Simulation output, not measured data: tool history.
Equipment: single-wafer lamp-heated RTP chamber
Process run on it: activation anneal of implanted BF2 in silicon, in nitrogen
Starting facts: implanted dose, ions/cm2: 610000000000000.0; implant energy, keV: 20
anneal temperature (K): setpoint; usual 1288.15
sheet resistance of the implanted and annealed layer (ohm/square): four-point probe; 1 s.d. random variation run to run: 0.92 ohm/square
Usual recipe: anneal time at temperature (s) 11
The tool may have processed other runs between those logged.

| run | day | anneal temperature (K) | anneal time at temperature (s) | wafers since the last listed run | wafers since the last pyrometer calibration | wafers since the reflector plate was cleaned | hours since the gauge calibration | read-back reference wafer on the same gauge, sheet resistance | sheet resistance of the implanted and annealed layer (ohm/square) |
|---|---|---|---|---|---|---|---|---|---|
| 1 | 0 | 1288.15 | 9 | 0 | 6801 | 5451 | 847.2 | 270.99 | 239.87 |
| 2 | 4.271 | 1288.15 | 9 | 1240 | 8041 | 6691 | 949.7 | 271.07 | 241.23 |
|  | 5.083 | pyrometer window cleaned and pyrometer calibrated |
| 3 | 7.625 | 1298.15 | 11 | 877 | 738 | 7569 | 1030.2 | 271.43 | 235.1 |
| 4 | 9.304 | 1298.15 | 11 | 487 | 1226 | 8057 | 1070.5 | 270.88 | 236.05 |
| 5 | 13.388 | 1288.15 | 15 | 1185 | 2412 | 9242 | 1168.5 | 270.86 | 235.9 |
| 6 | 17.683 | 1288.15 | 15 | 1247 | 3659 | 10490 | 1271.6 | 270.89 | 236.52 |
| 7 | 19.75 | 1288.15 | 11 | 600 | 4260 | 11090 | 1321.2 | 271.39 | 238.2 |
| 8 | 21.988 | 1288.15 | 11 | 649 | 4909 | 11740 | 1374.9 | 271.08 | 239.08 |
| 9 | 25.408 | 1288.15 | 11 | 993 | 5903 | 12734 | 1457 | 271.04 | 238.73 |
| 10 | 28.871 | 1288.15 | 11 | 1005 | 6909 | 13739 | 1540.1 | 270.92 | 235.22 |
|  | 29.604 | pyrometer window cleaned and pyrometer calibrated |
|  | 30.175 | reflector plate cleaned |
| 11 | 30.792 | 1288.15 | 11 | 364 | 248 | 178 | 1586.2 | 271.29 | 243.79 |
| 12 | 33.475 | 1288.15 | 11 | 779 | 1027 | 958 | 1650.6 | 270.88 | 242.1 |
| 13 | 36.521 | 1288.15 | 11 | 884 | 1912 | 1842 | 1723.7 | 271.07 | 240.5 |
| 14 | 41.004 | 1288.15 | 11 | 1302 | 3214 | 3144 | 1831.3 | 270.94 | 241.24 |
| 15 | 45.112 | 1268.15 | 16 | 1193 | 4407 | 4337 | 1929.9 | 270.56 | 244.09 |
| 16 | 49.15 | 1268.15 | 16 | 1172 | 5580 | 5510 | 2026.8 | 271.04 | 244.28 |
| 17 | 51.012 | 1288.15 | 11 | 540 | 6121 | 6051 | 2071.5 | 270.85 | 238.71 |
| 18 | 53.054 | 1311.15 | 16 | 592 | 6714 | 6644 | 2120.5 | 270.91 | 222.63 |
|  | 56.746 | gauge calibrated |
|  | 57.342 | pyrometer window cleaned and pyrometer calibrated |
| 19 | 57.433 | 1288.15 | 11 | 1175 | 26 | 7819 | 16.5 | 271.16 | 243.07 |
| 20 | 60.029 | 1304.15 | 14 | 753 | 780 | 8573 | 78.8 | 271.16 | 229.83 |
| 21 | 63.938 | 1315.15 | 15 | 1135 | 1915 | 9708 | 172.6 | 271.1 | 223.03 |
| 22 | 66.433 | 1312.15 | 13 | 724 | 2640 | 10433 | 232.5 | 271.2 | 222.77 |
| 23 | 68.438 | 1280.15 | 17 | 582 | 3222 | 11015 | 280.6 | 270.92 | 237.68 |
|  | 75.746 | reflector plate cleaned |
| 24 | 77.025 | 1288.15 | 17 | 2397 | 5620 | 371 | 486.7 | 271 | 230.74 |
| 25 | 79.812 | 1296.15 | 16 | 809 | 6429 | 1181 | 553.6 | 270.81 | 228.03 |
| 26 | 82.129 | 1262.15 | 11 | 672 | 7102 | 1853 | 609.2 | 270.96 | 253.95 |
|  | 82.471 | pyrometer window cleaned and pyrometer calibrated |
| 27 | 84.779 | 1288.15 | 11 | 672 | 670 | 2526 | 672.8 | 271.19 | 244.5 |
| 28 | 87.333 | 1288.15 | 11 | 741 | 1411 | 3268 | 734.1 | 271.04 | 239.34 |
| 29 | 91.062 | 1314.15 | 6 | 1083 | 2494 | 4351 | 823.6 | 270.68 | 232.7 |
| 30 | 94.192 | 1288.15 | 6 | 908 | 3403 | 5260 | 898.7 | 270.84 | 247.26 |
| 31 | 98.217 | 1272.15 | 8 | 1169 | 4572 | 6429 | 995.3 | 271.21 | 253.38 |
| 32 | 100.021 | 1263.15 | 5 | 523 | 5096 | 6953 | 1038.6 | 270.96 | 265.4 |
| 33 | 103.617 | 1280.15 | 6 | 1044 | 6141 | 7997 | 1124.9 | 270.71 | 250.33 |
| 34 | 106.183 | 1317.15 | 9 | 745 | 6886 | 8743 | 1186.5 | 271.07 | 223.99 |
| 35 | 108.017 | 1288.15 | 11 | 532 | 7419 | 9275 | 1230.5 | 270.95 | 236.22 |
| 36 | 110.821 | 1288.15 | 11 | 814 | 8233 | 10090 | 1297.8 | 271.1 | 236.77 |

Branching from run 36: 5 alternative next runs. What would each branch give?
| A | 110.838 | 1288.15 | 5 | 4 | 8238 | 10095 | 1298.2 | ? | ? |
| B | 110.838 | 1288.15 | 14 | 4 | 8238 | 10095 | 1298.2 | ? | ? |
| C | 110.838 | 1259.15 | 11 | 4 | 8238 | 10095 | 1298.2 | ? | ? |
| D | 110.838 | 1308.15 | 8 | 4 | 8238 | 10095 | 1298.2 | ? | ? |
| E | 110.838 | 1277.15 | 8 | 4 | 8238 | 10095 | 1298.2 | ? | ? |

| run | read-back reference wafer on the same gauge, sheet resistance | sheet resistance of the implanted and annealed layer (ohm/square) |
|---|---|---|
| A | 271.27 | 246.15 |
| B | 271.27 | 233.31 |
| C | 271.27 | 255.83 |
| D | 271.27 | 229.97 |
| E | 271.27 | 247.38 |
Take away the tool's hidden state, keep each run's random variation, and the runs would have read:
| run | sheet resistance of the implanted and annealed layer (ohm/square) |
|---|---|
| A | 254.27 |
| B | 240.56 |
| C | 268.53 |
| D | 236.28 |
| E | 256.2 |
